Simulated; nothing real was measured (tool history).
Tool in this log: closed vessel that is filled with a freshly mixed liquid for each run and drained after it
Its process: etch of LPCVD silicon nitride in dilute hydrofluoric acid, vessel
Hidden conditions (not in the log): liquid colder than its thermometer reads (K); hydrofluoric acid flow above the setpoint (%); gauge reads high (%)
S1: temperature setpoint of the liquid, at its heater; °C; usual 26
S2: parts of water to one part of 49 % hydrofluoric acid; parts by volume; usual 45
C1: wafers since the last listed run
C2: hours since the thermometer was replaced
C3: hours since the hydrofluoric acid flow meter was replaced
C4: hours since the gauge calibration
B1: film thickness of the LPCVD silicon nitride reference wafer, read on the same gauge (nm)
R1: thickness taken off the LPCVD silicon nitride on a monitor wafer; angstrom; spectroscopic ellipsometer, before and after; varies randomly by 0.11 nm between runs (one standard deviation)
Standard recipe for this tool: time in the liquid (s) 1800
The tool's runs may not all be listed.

Run 1, day 0: usual settings but S1 27.5 °C; C1 0; C2 1078.7; C3 466; C4 20.5; B1 120.04. Result: R1 212.2 angstrom.
Run 2, day 0.354: usual settings but S1 27.5 °C; C1 370; C2 1087.2; C3 474.5; C4 29; B1 119.97. Result: R1 211.6 angstrom.
Run 3, day 0.662: usual settings but time in the liquid (s) 2490; C1 322; C2 1094.6; C3 481.9; C4 36.4; B1 119.98. Result: R1 264.1 angstrom.
Run 4, day 0.921: usual settings but time in the liquid (s) 2490; C1 270; C2 1100.8; C3 488.1; C4 42.6; B1 120.02. Result: R1 263.6 angstrom.
Run 5, day 1.504: usual settings but time in the liquid (s) 2490; C1 610; C2 1114.8; C3 502.1; C4 56.6; B1 119.97. Result: R1 263.1 angstrom.
Run 6, day 1.842: usual settings but S2 35 parts by volume, time in the liquid (s) 1575; C1 353; C2 1122.9; C3 510.2; C4 64.7; B1 119.97. Result: R1 215.5 angstrom.
Run 7, day 2.35: usual settings but S2 35 parts by volume, time in the liquid (s) 1575; C1 532; C2 1135.1; C3 522.4; C4 76.9; B1 119.96. Result: R1 214.3 angstrom.
Run 8, day 2.612: usual settings; C1 274; C2 1141.4; C3 528.7; C4 83.2; B1 119.99. Result: R1 191.9 angstrom.
Run 9, day 3.267: usual settings; C1 684; C2 1157.1; C3 544.4; C4 98.9; B1 119.98. Result: R1 191.9 angstrom.
Run 10, day 3.842: usual settings but S1 23.5 °C; C1 602; C2 1170.9; C3 558.2; C4 112.7; B1 120. Result: R1 162.3 angstrom.
At day 4.175: thermometer replaced.
Run 11, day 4.462: usual settings but S1 23.5 °C, S2 65 parts by volume; C1 606; C2 6.9; C3 573.1; C4 127.6; B1 120.01. Result: R1 130.8 angstrom.
Run 12, day 5.608: usual settings but S1 31 °C, S2 65 parts by volume; C1 1199; C2 34.4; C3 600.6; C4 155.1; B1 120.03. Result: R1 212.4 angstrom.
At day 6.096: hydrofluoric acid flow meter replaced.
Run 13, day 6.117: usual settings but S1 22.5 °C, S2 40 parts by volume; C1 488; C2 46.6; C3 0.5; C4 167.3; B1 120.01. Result: R1 176.1 angstrom.
At day 6.2: gauge calibrated.
Run 14, day 6.733: usual settings but S1 28.5 °C, S2 60 parts by volume, time in the liquid (s) 1125; C1 645; C2 61.4; C3 15.3; C4 12.8; B1 120.06. Result: R1 110 angstrom.
Run 15, day 7.367: usual settings but time in the liquid (s) 2490; C1 663; C2 76.6; C3 30.5; C4 28; B1 120.01. Result: R1 276.8 angstrom.
Run 16, day 7.871: usual settings but time in the liquid (s) 2100; C1 527; C2 88.7; C3 42.6; C4 40.1; B1 120.03. Result: R1 233.6 angstrom.
Run 17, day 8.417: usual settings but S1 31 °C, S2 35 parts by volume, time in the liquid (s) 1120; C1 571; C2 101.8; C3 55.7; C4 53.2; B1 120. Result: R1 222.7 angstrom.
Run 18, day 8.85: usual settings; C1 453; C2 112.2; C3 66.1; C4 63.6; B1 119.97. Result: R1 196.8 angstrom.

Here are 5 independent what-if runs from the current tool condition. What would each one return?
Run A, day 8.9: usual settings but S1 28.5 °C; C1 52; C2 113.4; C3 67.3; C4 64.8; B1 ?. Result: R1 ?.
Run B, day 8.9: usual settings but S2 55 parts by volume; C1 52; C2 113.4; C3 67.3; C4 64.8; B1 ?. Result: R1 ?.
Run C, day 8.9: usual settings but S1 27.5 °C, S2 35 parts by volume, time in the liquid (s) 2595; C1 52; C2 113.4; C3 67.3; C4 64.8; B1 ?. Result: R1 ?.
Run D, day 8.9: usual settings but S1 24 °C, S2 40 parts by volume; C1 52; C2 113.4; C3 67.3; C4 64.8; B1 ?. Result: R1 ?.
Run E, day 8.9: usual settings but S1 29.5 °C, S2 65 parts by volume, time in the liquid (s) 1045; C1 52; C2 113.4; C3 67.3; C4 64.8; B1 ?. Result: R1 ?.

run      B1     R1
  A  119.97  234.3
  B  119.97  163.1
  C  119.97  404.3
  D  119.97  194.6
  E  119.97  100.9
Had the tool no hidden state, the same runs would have come out as:
run     R1
  A  237.2
  B  165.2
  C  409.6
  D  197.3
  E  102.1
